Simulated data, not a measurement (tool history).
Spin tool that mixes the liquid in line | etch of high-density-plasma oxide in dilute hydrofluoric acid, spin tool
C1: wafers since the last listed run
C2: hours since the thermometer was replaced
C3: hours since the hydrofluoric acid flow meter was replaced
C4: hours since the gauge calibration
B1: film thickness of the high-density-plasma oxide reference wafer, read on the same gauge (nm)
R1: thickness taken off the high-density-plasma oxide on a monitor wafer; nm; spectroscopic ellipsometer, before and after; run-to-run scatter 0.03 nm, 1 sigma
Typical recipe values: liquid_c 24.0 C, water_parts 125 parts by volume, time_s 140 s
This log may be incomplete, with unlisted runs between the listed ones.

Run 1, day 0.000: usual settings; C1 0; C2 1494.5; C3 561.7; C4 3765.0; B1 139.98. Result: R1 6.36 nm.
Run 2, day 2.646: usual settings; C1 715; C2 1558.0; C3 625.2; C4 3828.5; B1 140.02. Result: R1 6.45 nm.
Run 3, day 7.046: usual settings but liquid_c 20.5 C; C1 1189; C2 1663.6; C3 730.8; C4 3934.1; B1 140.00. Result: R1 5.61 nm.
Run 4, day 9.592: usual settings but water_parts 145 parts by volume; C1 688; C2 1724.7; C3 791.9; C4 3995.2; B1 140.01. Result: R1 5.43 nm.
At day 10.900: hydrofluoric acid flow meter replaced.
Run 5, day 12.304: usual settings but water_parts 145 parts by volume; C1 721; C2 1789.8; C3 33.7; C4 4060.3; B1 140.02. Result: R1 5.45 nm.
Run 6, day 14.312: usual settings but water_parts 145 parts by volume; C1 542; C2 1838.0; C3 81.9; C4 4108.5; B1 140.03. Result: R1 5.44 nm.
At day 16.625: thermometer replaced.
Run 7, day 18.729: usual settings; C1 1182; C2 50.5; C3 187.9; C4 4214.5; B1 140.05. Result: R1 6.16 nm.
At day 20.704: gauge calibrated.
Run 8, day 20.708: usual settings; C1 534; C2 98.0; C3 235.4; C4 0.1; B1 140.01. Result: R1 6.13 nm.
Run 9, day 24.533: usual settings but water_parts 75 parts by volume, time_s 100 s; C1 1033; C2 189.8; C3 327.2; C4 91.9; B1 139.98. Result: R1 7.88 nm.
Run 10, day 26.092: usual settings but time_s 175 s; C1 421; C2 227.2; C3 364.6; C4 129.3; B1 140.01. Result: R1 7.78 nm.
Run 11, day 28.650: usual settings but water_parts 180 parts by volume, time_s 90 s; C1 691; C2 288.6; C3 426.0; C4 190.7; B1 140.01. Result: R1 2.60 nm.
Run 12, day 30.729: usual settings but water_parts 155 parts by volume; C1 562; C2 338.5; C3 475.9; C4 240.6; B1 139.99. Result: R1 4.81 nm.
Run 13, day 34.221: usual settings but liquid_c 29.0 C, water_parts 165 parts by volume, time_s 60 s; C1 943; C2 422.3; C3 559.7; C4 324.4; B1 139.96. Result: R1 2.31 nm.
Run 14, day 36.317: usual settings; C1 566; C2 472.6; C3 610.0; C4 374.7; B1 140.01. Result: R1 6.24 nm.
At day 38.125: hydrofluoric acid flow meter replaced.
Run 15, day 39.008: usual settings but liquid_c 21.5 C, water_parts 95 parts by volume, time_s 105 s; C1 716; C2 537.2; C3 21.2; C4 439.3; B1 140.04. Result: R1 5.78 nm.
Run 16, day 46.654: usual settings but liquid_c 21.0 C, water_parts 100 parts by volume, time_s 225 s; C1 2066; C2 720.7; C3 204.7; C4 622.8; B1 139.99. Result: R1 11.58 nm.
Run 17, day 49.325: usual settings but water_parts 95 parts by volume, time_s 90 s; C1 721; C2 784.8; C3 268.8; C4 686.9; B1 140.01. Result: R1 5.52 nm.
Run 18, day 53.138: usual settings; C1 1030; C2 876.3; C3 360.3; C4 778.4; B1 140.06. Result: R1 6.24 nm.
Run 19, day 55.521: usual settings; C1 644; C2 933.5; C3 417.5; C4 835.6; B1 140.01. Result: R1 6.34 nm.
Run 20, day 59.208: usual settings but liquid_c 20.0 C, water_parts 90 parts by volume, time_s 70 s; C1 996; C2 1022.0; C3 506.0; C4 924.1; B1 140.03. Result: R1 3.91 nm.
Run 21, day 61.821: usual settings but liquid_c 28.5 C; C1 706; C2 1084.7; C3 568.7; C4 986.8; B1 140.01. Result: R1 7.54 nm.
Run 22, day 65.338: usual settings but liquid_c 21.0 C, water_parts 165 parts by volume, time_s 100 s; C1 950; C2 1169.1; C3 653.1; C4 1071.2; B1 140.01. Result: R1 2.93 nm.
At day 66.521: hydrofluoric acid flow meter replaced.
Run 23, day 69.079: usual settings but liquid_c 19.5 C, water_parts 80 parts by volume, time_s 180 s; C1 1000; C2 1258.9; C3 61.4; C4 1161.0; B1 140.00. Result: R1 11.41 nm.
Run 24, day 71.621: usual settings but liquid_c 22.5 C, water_parts 155 parts by volume, time_s 110 s; C1 687; C2 1319.9; C3 122.4; C4 1222.0; B1 140.00. Result: R1 3.68 nm.
Run 25, day 74.312: usual settings but water_parts 110 parts by volume; C1 727; C2 1384.5; C3 187.0; C4 1286.6; B1 140.02. Result: R1 7.40 nm.
Run 26, day 75.871: usual settings but liquid_c 26.5 C; C1 421; C2 1421.9; C3 224.4; C4 1324.0; B1 140.01. Result: R1 7.03 nm.
Run 27, day 79.612: usual settings but time_s 65 s; C1 1011; C2 1511.7; C3 314.2; C4 1413.8; B1 140.02. Result: R1 2.98 nm.
Run 28, day 83.104: usual settings but liquid_c 28.5 C, water_parts 75 parts by volume, time_s 55 s; C1 943; C2 1595.5; C3 398.0; C4 1497.6; B1 139.99. Result: R1 5.38 nm.
At day 87.704: thermometer replaced.
Run 29, day 94.383: usual settings; C1 3037; C2 160.3; C3 668.7; C4 1768.3; B1 140.00. Result: R1 6.15 nm.

Forecast run 30:
Run 30, day 98.100: usual settings but time_s 90 s; C1 1004; C2 249.5; C3 757.9; C4 1857.5; B1 ?. Result: R1 ?.

B1: 139.98
R1: 3.98 nm
Minus the tool's unlogged condition, the same run would have read R1 3.94 nm.

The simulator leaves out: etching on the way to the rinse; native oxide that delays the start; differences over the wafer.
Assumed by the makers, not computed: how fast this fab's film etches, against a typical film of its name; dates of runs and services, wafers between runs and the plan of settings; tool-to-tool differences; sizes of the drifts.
